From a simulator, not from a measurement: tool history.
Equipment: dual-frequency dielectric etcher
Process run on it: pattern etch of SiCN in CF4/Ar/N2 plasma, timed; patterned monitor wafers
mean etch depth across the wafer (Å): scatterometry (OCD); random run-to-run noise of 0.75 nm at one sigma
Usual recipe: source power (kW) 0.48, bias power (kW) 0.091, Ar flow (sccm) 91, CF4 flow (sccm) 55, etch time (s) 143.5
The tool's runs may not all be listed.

run	day	source power (kW)	bias power (kW)	Ar flow (sccm)	CF4 flow (sccm)	etch time (s)	read-back reference wafer on the same gauge, depth_nm	mean etch depth across the wafer (Å)
1	0	0.48	0.091	105	55	143.5	130.9	1343
2	1.133	0.48	0.091	105	55	143.5	131.2	1336
3	2.354	0.48	0.091	107	55	162	131.2	1504
4	5.321	0.48	0.091	107	55	162	131	1508
# day 7.183: upper electrode replaced
5	7.204	0.48	0.091	107	55	162	130.9	1511
6	8.162	0.48	0.075	91	55	143.5	131	1294
7	9.692	0.48	0.075	91	55	143.5	131.1	1285
# day 11.562: source power generator calibrated
8	11.888	0.48	0.075	91	55	143.5	131	1298
# day 14.888: wet clean of the chamber
9	14.908	0.48	0.091	91	55	143.5	131	1439
10	15.358	0.48	0.091	91	55	173.5	131	1744
11	17.079	0.48	0.075	91	55	143.5	131.2	1344
# day 17.304: gauge calibrated
12	18.788	0.52	0.091	91	68	143.5	131	1635
# day 19.038: Ar flow controller replaced
13	20.762	0.52	0.091	73	46	159	130.7	1753
# day 22.021: wet clean of the chamber, repeated, since the last time left the tool worse
14	23.346	0.48	0.107	71	55	163.5	131.1	1731
15	25.442	0.48	0.091	91	55	124.5	131.1	1186
# day 26.279: bias power generator calibrated
16	27.688	0.48	0.091	107	55	162	131.1	1502
# day 28.05: CF4 flow controller replaced
17	28.725	0.58	0.091	91	55	105	131	1223
18	30.983	0.48	0.091	91	55	143.5	131	1371
19	33.062	0.48	0.091	74	55	143.5	131.2	1447
20	34.875	0.48	0.091	108	49	143.5	130.9	1309
21	37.004	0.48	0.091	91	46	143.5	131	1354

What if the next run were any one of these 4? Each begins from the tool's condition after run 21:
A	37.025	0.48	0.091	91	55	143.5	?	?
B	37.025	0.48	0.091	91	55	110.5	?	?
C	37.025	0.48	0.084	91	44	125	?	?
D	37.025	0.48	0.091	91	67	143.5	?	?

run	read-back reference wafer on the same gauge, depth_nm	mean etch depth across the wafer (Å)
A	131	1386
B	131	1068
C	131	1126
D	131	1432
Had the tool no hidden state, the same runs would have come out as:
run	mean etch depth across the wafer (Å)
A	1357
B	1045
C	1103
D	1402
